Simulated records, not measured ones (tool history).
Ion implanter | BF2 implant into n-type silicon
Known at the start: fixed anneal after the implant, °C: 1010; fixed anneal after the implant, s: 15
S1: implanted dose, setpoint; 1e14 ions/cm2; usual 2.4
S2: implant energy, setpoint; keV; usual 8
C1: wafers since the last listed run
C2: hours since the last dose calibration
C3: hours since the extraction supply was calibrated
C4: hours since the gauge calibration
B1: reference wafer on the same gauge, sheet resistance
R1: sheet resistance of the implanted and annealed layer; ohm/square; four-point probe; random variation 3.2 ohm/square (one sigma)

Run 1, hour 0: usual settings but S1 2.7 1e14 ions/cm2, S2 6 keV; C1 0; C2 1607.7; C3 3743.5; C4 1011.1; B1 671.41. Result: R1 585.05 ohm/square.
Run 2, hour 91.4: usual settings but S1 2.7 1e14 ions/cm2, S2 6 keV; C1 1048; C2 1699.1; C3 3834.9; C4 1102.5; B1 671.03. Result: R1 588.26 ohm/square.
At hour 129.2: Faraday cup replaced and dose calibrated.
Run 3, hour 129.7: usual settings but S1 2.7 1e14 ions/cm2, S2 6 keV; C1 347; C2 0.5; C3 3873.2; C4 1140.8; B1 670.61. Result: R1 571.16 ohm/square.
Run 4, hour 141.4: usual settings; C1 134; C2 12.2; C3 3884.9; C4 1152.5; B1 670.67. Result: R1 563.39 ohm/square.
Run 5, hour 153.4: usual settings but S2 9 keV; C1 137; C2 24.2; C3 3896.9; C4 1164.5; B1 669.68. Result: R1 551.98 ohm/square.
At hour 154.9: gauge calibrated.
Run 6, hour 172.9: usual settings but S2 9 keV; C1 223; C2 43.7; C3 3916.4; C4 18; B1 669.75. Result: R1 544.08 ohm/square.
Run 7, hour 189.5: usual settings but S2 9 keV; C1 190; C2 60.3; C3 3933; C4 34.6; B1 668.39. Result: R1 554.72 ohm/square.
Run 8, hour 219.6: usual settings but S1 2.14 1e14 ions/cm2; C1 345; C2 90.4; C3 3963.1; C4 64.7; B1 669.4. Result: R1 617.26 ohm/square.
Run 9, hour 239: usual settings but S1 2.14 1e14 ions/cm2; C1 222; C2 109.8; C3 3982.5; C4 84.1; B1 670.27. Result: R1 617.31 ohm/square.
Run 10, hour 254.2: usual settings but S1 2.14 1e14 ions/cm2; C1 174; C2 125; C3 3997.7; C4 99.3; B1 672.09. Result: R1 615.49 ohm/square.
Run 11, hour 285.8: usual settings; C1 362; C2 156.6; C3 4029.3; C4 130.9; B1 670.08. Result: R1 569.21 ohm/square.
Run 12, hour 313.9: usual settings; C1 322; C2 184.7; C3 4057.4; C4 159; B1 671.29. Result: R1 572.4 ohm/square.
Run 13, hour 329.7: usual settings; C1 181; C2 200.5; C3 4073.2; C4 174.8; B1 669.03. Result: R1 572.47 ohm/square.
Run 14, hour 356.3: usual settings; C1 305; C2 227.1; C3 4099.8; C4 201.4; B1 670.89. Result: R1 569.84 ohm/square.
Run 15, hour 390: usual settings but S1 2.7 1e14 ions/cm2, S2 9 keV; C1 386; C2 260.8; C3 4133.5; C4 235.1; B1 669.67. Result: R1 503.62 ohm/square.
At hour 429.4: extraction supply calibrated.
Run 16, hour 429.9: usual settings; C1 366; C2 300.7; C3 0.5; C4 275; B1 669.26. Result: R1 577.43 ohm/square.
Run 17, hour 443.8: usual settings but S1 2.16 1e14 ions/cm2; C1 159; C2 314.6; C3 14.4; C4 288.9; B1 669.62. Result: R1 623.56 ohm/square.
Run 18, hour 465.5: usual settings; C1 249; C2 336.3; C3 36.1; C4 310.6; B1 668.28. Result: R1 573.6 ohm/square.
Run 19, hour 478.1: usual settings; C1 144; C2 348.9; C3 48.7; C4 323.2; B1 670.58. Result: R1 573.22 ohm/square.
Run 20, hour 493.1: usual settings; C1 172; C2 363.9; C3 63.7; C4 338.2; B1 671.34. Result: R1 576.31 ohm/square.
Run 21, hour 518.1: usual settings but S2 10.5 keV; C1 286; C2 388.9; C3 88.7; C4 363.2; B1 670.67. Result: R1 543.39 ohm/square.
Run 22, hour 594.5: usual settings; C1 876; C2 465.3; C3 165.1; C4 439.6; B1 668.57. Result: R1 583.58 ohm/square.
Run 23, hour 610.5: usual settings but S1 1.83 1e14 ions/cm2; C1 183; C2 481.3; C3 181.1; C4 455.6; B1 671.29. Result: R1 713.73 ohm/square.
Run 24, hour 631.2: usual settings but S1 2.93 1e14 ions/cm2, S2 6.5 keV; C1 237; C2 502; C3 201.8; C4 476.3; B1 669.07. Result: R1 536.27 ohm/square.
Run 25, hour 661.5: usual settings but S1 2.63 1e14 ions/cm2, S2 7 keV; C1 347; C2 532.3; C3 232.1; C4 506.6; B1 670.09. Result: R1 565.45 ohm/square.
Run 26, hour 693.3: usual settings; C1 364; C2 564.1; C3 263.9; C4 538.4; B1 670.59. Result: R1 576.62 ohm/square.
Run 27, hour 723.4: usual settings but S1 2.76 1e14 ions/cm2, S2 6 keV; C1 345; C2 594.2; C3 294; C4 568.5; B1 669.38. Result: R1 575.35 ohm/square.
Run 28, hour 757.1: usual settings but S1 2.93 1e14 ions/cm2, S2 10 keV; C1 386; C2 627.9; C3 327.7; C4 602.2; B1 671.66. Result: R1 472.56 ohm/square.
Run 29, hour 776.8: usual settings but S1 2.2 1e14 ions/cm2; C1 226; C2 647.6; C3 347.4; C4 621.9; B1 669.07. Result: R1 614.56 ohm/square.
Run 30, hour 808.4: usual settings but S1 2.88 1e14 ions/cm2; C1 362; C2 679.2; C3 379; C4 653.5; B1 669.15. Result: R1 506.89 ohm/square.
Run 31, hour 828.3: usual settings but S2 6.5 keV; C1 228; C2 699.1; C3 398.9; C4 673.4; B1 669.66. Result: R1 610.06 ohm/square.
Run 32, hour 852.5: usual settings; C1 277; C2 723.3; C3 423.1; C4 697.6; B1 669.84. Result: R1 583.89 ohm/square.
Run 33, hour 881.3: usual settings but S1 1.8 1e14 ions/cm2, S2 6 keV; C1 330; C2 752.1; C3 451.9; C4 726.4; B1 669.68. Result: R1 777.34 ohm/square.
Run 34, hour 899.6: usual settings but S1 2.2 1e14 ions/cm2, S2 8.5 keV; C1 210; C2 770.4; C3 470.2; C4 744.7; B1 671.13. Result: R1 613.13 ohm/square.
Run 35, hour 933.8: usual settings but S1 2.72 1e14 ions/cm2; C1 392; C2 804.6; C3 504.4; C4 778.9; B1 670.13. Result: R1 525.22 ohm/square.
Run 36, hour 961: usual settings but S1 2.76 1e14 ions/cm2, S2 10 keV; C1 312; C2 831.8; C3 531.6; C4 806.1; B1 669.72. Result: R1 498.23 ohm/square.
Run 37, hour 994.6: usual settings but S1 2.81 1e14 ions/cm2, S2 9.5 keV; C1 385; C2 865.4; C3 565.2; C4 839.7; B1 667.91. Result: R1 492.88 ohm/square.

Hidden state or all else? Some run-to-run changes of R1, split into what the settings, what came in and random variation would give without the hidden state, and what is left for the hidden state (with any gauge scatter that isn't in both results):
The hidden state here: deviation of the true dose from the Faraday cup's reading, %; deviation of the true energy from its setpoint, %; gauge reads high (%).
Run 2 -> 3: Faraday cup replaced and dose calibrated. R1 -17.1 ohm/square: hidden state -21.7, all else +4.6.
Run 23 -> 24: S1 1.83 -> 2.93, S2 8 -> 6.5. R1 -177.46 ohm/square: hidden state -6.21, all else -171.25.
Run 32 -> 33: S1 2.4 -> 1.8, S2 8 -> 6. R1 +193.45 ohm/square: hidden state +5.55, all else +187.9.
Run 33 -> 34: S1 1.8 -> 2.2, S2 6 -> 8.5. R1 -164.21 ohm/square: hidden state -3.39, all else -160.82.

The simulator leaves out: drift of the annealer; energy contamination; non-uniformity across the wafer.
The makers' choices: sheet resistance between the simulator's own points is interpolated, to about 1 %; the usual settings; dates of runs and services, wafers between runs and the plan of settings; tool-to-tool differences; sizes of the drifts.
